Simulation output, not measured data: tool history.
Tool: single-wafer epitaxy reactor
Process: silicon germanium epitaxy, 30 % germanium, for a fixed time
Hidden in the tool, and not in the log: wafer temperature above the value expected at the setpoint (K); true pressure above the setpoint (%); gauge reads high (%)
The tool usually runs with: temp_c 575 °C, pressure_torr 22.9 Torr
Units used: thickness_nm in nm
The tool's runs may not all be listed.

run,hour,temp_c,pressure_torr,wafers since the last listed run,hours since the last pyrometer calibration,hours since the last manometer calibration,hours since the showerhead was replaced,hours since the gauge calibration,"read-back reference wafer on the same gauge, thickness_nm",thickness_nm
1,0.0,575,22.9,0,547.1,2111.4,4110.7,807.6,40.858,38.181
2,88.8,575,22.9,1976,635.9,2200.2,4199.5,896.4,40.915,37.951
3,174.4,575,22.9,1904,721.5,2285.8,4285.1,982.0,40.951,38.355
4,211.6,575,22.9,827,758.7,2323.0,4322.3,1019.2,40.894,38.317
5,285.6,575,22.9,1646,832.7,2397.0,4396.3,1093.2,40.884,38.518
6,357.6,575,22.9,1602,904.7,2469.0,4468.3,1165.2,40.916,38.664
7,398.3,575,22.9,905,945.4,2509.7,4509.0,1205.9,40.904,37.974
8,498.6,570,22.9,2231,1045.7,2610.0,4609.3,1306.2,40.919,34.754
9,563.1,570,22.9,1435,1110.2,2674.5,4673.8,1370.7,40.947,34.987
10,630.3,575,22.9,1495,1177.4,2741.7,4741.0,1437.9,40.973,38.158
11,726.2,575,22.9,2134,1273.3,2837.6,4836.9,1533.8,40.864,38.098
12,827.2,575,22.9,2247,1374.3,2938.6,4937.9,1634.8,40.865,38.436
13,871.7,575,22.9,990,1418.8,2983.1,4982.4,1679.3,40.943,38.211

Run 14, settings as shown, results not yet in. Your forecast:
# hour 907.6: capacitance manometer re-zeroed and calibrated
14,959.8,575,22.9,1782,1506.9,52.2,5070.5,1767.4,?,?

Run 14 came out at read-back reference wafer on the same gauge, thickness_nm 40.861, thickness_nm 38.181 nm.
On a tool with no hidden condition, and with the same random variation, this run would have come out at thickness_nm 38.181 nm.
